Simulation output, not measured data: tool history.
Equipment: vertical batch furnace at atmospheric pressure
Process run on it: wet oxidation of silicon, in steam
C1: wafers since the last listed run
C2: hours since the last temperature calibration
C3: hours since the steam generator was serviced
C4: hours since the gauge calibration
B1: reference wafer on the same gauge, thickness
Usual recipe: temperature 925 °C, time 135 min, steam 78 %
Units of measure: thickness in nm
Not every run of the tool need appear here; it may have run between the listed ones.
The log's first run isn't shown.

run 2 day=2.979 | temperature=925 time=135 steam=78 | C1=860 C2=2677.9 C3=1472.2 C4=556.1 | B1=363.09 | thickness=309.45
run 3 day=4.525 | temperature=925 time=135 steam=78 | C1=446 C2=2715.0 C3=1509.3 C4=593.2 | B1=362.63 | thickness=307.34
run 4 day=6.746 | temperature=925 time=135 steam=78 | C1=641 C2=2768.3 C3=1562.6 C4=646.5 | B1=362.96 | thickness=306.72
run 5 day=9.238 | temperature=925 time=135 steam=78 | C1=720 C2=2828.1 C3=1622.4 C4=706.3 | B1=362.97 | thickness=308.22
run 6 day=10.800 | temperature=925 time=135 steam=78 | C1=451 C2=2865.6 C3=1659.9 C4=743.8 | B1=363.53 | thickness=308.63
run 7 day=13.000 | temperature=925 time=135 steam=78 | C1=635 C2=2918.4 C3=1712.7 C4=796.6 | B1=363.25 | thickness=308.63
run 8 day=14.029 | temperature=925 time=135 steam=78 | C1=297 C2=2943.1 C3=1737.4 C4=821.3 | B1=363.42 | thickness=304.66
run 9 day=18.088 | temperature=925 time=135 steam=78 | C1=1172 C2=3040.5 C3=1834.8 C4=918.7 | B1=363.03 | thickness=305.71
run 10 day=19.871 | temperature=934 time=135 steam=78 | C1=515 C2=3083.3 C3=1877.6 C4=961.5 | B1=363.50 | thickness=332.08
run 11 day=21.771 | temperature=934 time=135 steam=78 | C1=549 C2=3128.9 C3=1923.2 C4=1007.1 | B1=362.95 | thickness=331.55
run 12 day=24.371 | temperature=925 time=135 steam=74 | C1=751 C2=3191.3 C3=1985.6 C4=1069.5 | B1=362.79 | thickness=295.36
run 13 day=26.083 | temperature=925 time=135 steam=74 | C1=494 C2=3232.4 C3=2026.7 C4=1110.6 | B1=363.15 | thickness=295.77
run 14 day=27.350 | temperature=932 time=135 steam=72 | C1=366 C2=3262.8 C3=2057.1 C4=1141.0 | B1=362.90 | thickness=306.58
run 15 day=29.867 | temperature=925 time=135 steam=78 | C1=727 C2=3323.2 C3=2117.5 C4=1201.4 | B1=362.43 | thickness=305.51
run 16 day=32.400 | temperature=925 time=135 steam=78 | C1=732 C2=3384.0 C3=2178.3 C4=1262.2 | B1=362.87 | thickness=304.70
run 17 day=34.167 | temperature=925 time=135 steam=87 | C1=510 C2=3426.4 C3=2220.7 C4=1304.6 | B1=363.11 | thickness=326.17
run 18 day=35.954 | temperature=925 time=135 steam=87 | C1=516 C2=3469.3 C3=2263.6 C4=1347.5 | B1=363.33 | thickness=330.70
run 19 day=37.712 | temperature=925 time=135 steam=78 | C1=508 C2=3511.5 C3=2305.8 C4=1389.7 | B1=362.89 | thickness=304.20
run 20 day=40.562 | temperature=925 time=135 steam=69 | C1=823 C2=3579.9 C3=2374.2 C4=1458.1 | B1=362.76 | thickness=277.13
run 21 day=42.362 | temperature=925 time=194 steam=78 | C1=520 C2=3623.1 C3=2417.4 C4=1501.3 | B1=363.09 | thickness=393.79
run 22 day=44.679 | temperature=925 time=135 steam=78 | C1=669 C2=3678.7 C3=2473.0 C4=1556.9 | B1=362.98 | thickness=301.94
run 23 day=45.783 | temperature=925 time=135 steam=78 | C1=319 C2=3705.2 C3=2499.5 C4=1583.4 | B1=363.45 | thickness=300.71

Run 24, settings as shown, results not yet in. Your forecast:
run 24 day=48.417 | temperature=906 time=82 steam=68 | C1=761 C2=3768.4 C3=2562.7 C4=1646.6 | B1=? | thickness=?

B1: 363.11
thickness: 150.23 nm
With the hidden condition absent and the run-to-run variation left alone, this run would have shown thickness 160.26 nm.
